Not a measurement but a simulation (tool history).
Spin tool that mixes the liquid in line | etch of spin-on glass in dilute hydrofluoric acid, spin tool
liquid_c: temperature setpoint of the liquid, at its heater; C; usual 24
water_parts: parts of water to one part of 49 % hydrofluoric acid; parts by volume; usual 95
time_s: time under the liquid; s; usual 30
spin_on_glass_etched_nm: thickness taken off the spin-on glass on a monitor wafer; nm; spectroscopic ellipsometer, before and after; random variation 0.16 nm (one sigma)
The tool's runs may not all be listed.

run	day	liquid_c	water_parts	time_s	wafers since the last listed run	hours since the thermometer was replaced	hours since the hydrofluoric acid flow meter was replaced	hours since the gauge calibration	read-back film thickness of the spin-on glass reference wafer, read on the same gauge (nm)	spin_on_glass_etched_nm
1	0	24	65	30	0	611.2	698	795.3	131.05	23.07
2	2.246	24	65	30	531	665.1	751.9	849.2	130.87	24.01
3	8.775	24	95	30	1543	821.8	908.6	1005.9	130.25	15.43
4	10.7	24	95	30	455	868	954.8	1052.1	130.16	15.35
5	13.817	24	95	30	736	942.8	1029.6	1126.9	129.92	15.51
6	18.112	24	95	30	1015	1045.9	1132.7	1230	129.67	15.66
7	24.883	24	95	30	1601	1208.4	1295.2	1392.5	129.4	15.08
8	27.658	25.5	95	30	656	1275	1361.8	1459.1	129.24	16.15
9	30.046	25.5	95	30	564	1332.3	1419.1	1516.4	129.2	16.07
10	32.546	24	95	30	591	1392.3	1479.1	1576.4	129.17	15.46
11	36.142	27.5	95	30	850	1478.6	1565.4	1662.7	129.03	17.76
12	38.483	19	120	30	553	1534.8	1621.6	1718.9	128.97	9.66
13	40.408	24	50	30	455	1581	1667.8	1765.1	128.91	30.65
# day 41.596: thermometer replaced
14	44.367	26.5	120	30	926	66.5	1762.8	1860.1	128.86	12.91
# day 45.271: hydrofluoric acid flow meter replaced
15	45.992	21	65	50	374	105.5	17.3	1899.1	128.78	34.08
# day 49.125: gauge calibrated
16	49.879	24	125	50	919	198.8	110.6	18.1	139.3	20.17
17	52.004	24	65	30	502	249.8	161.6	69.1	138.51	24.99
18	55.404	24	110	35	803	331.4	243.2	150.7	137.3	16.3
19	58.929	24	95	35	833	416	327.8	235.3	136.19	18.83
20	61.983	24	95	30	722	489.3	401.1	308.6	135.43	15.8
21	65.575	20.5	115	45	849	575.5	487.3	394.8	134.57	16.7
22	69.629	20.5	115	45	958	672.8	584.6	492.1	133.78	16.63

Forecast each of these 3 alternatives for the next run:
A	69.646	24	95	25	3	673.2	585	492.5	?	?
B	69.646	22	60	15	3	673.2	585	492.5	?	?
C	69.646	24	120	35	3	673.2	585	492.5	?	?

run	read-back film thickness of the spin-on glass reference wafer, read on the same gauge (nm)	spin_on_glass_etched_nm
A	133.75	13.27
B	133.75	12.14
C	133.75	14.27
Without the tool's hidden state the same runs would have given:
run	spin_on_glass_etched_nm
A	13.89
B	12.7
C	14.93
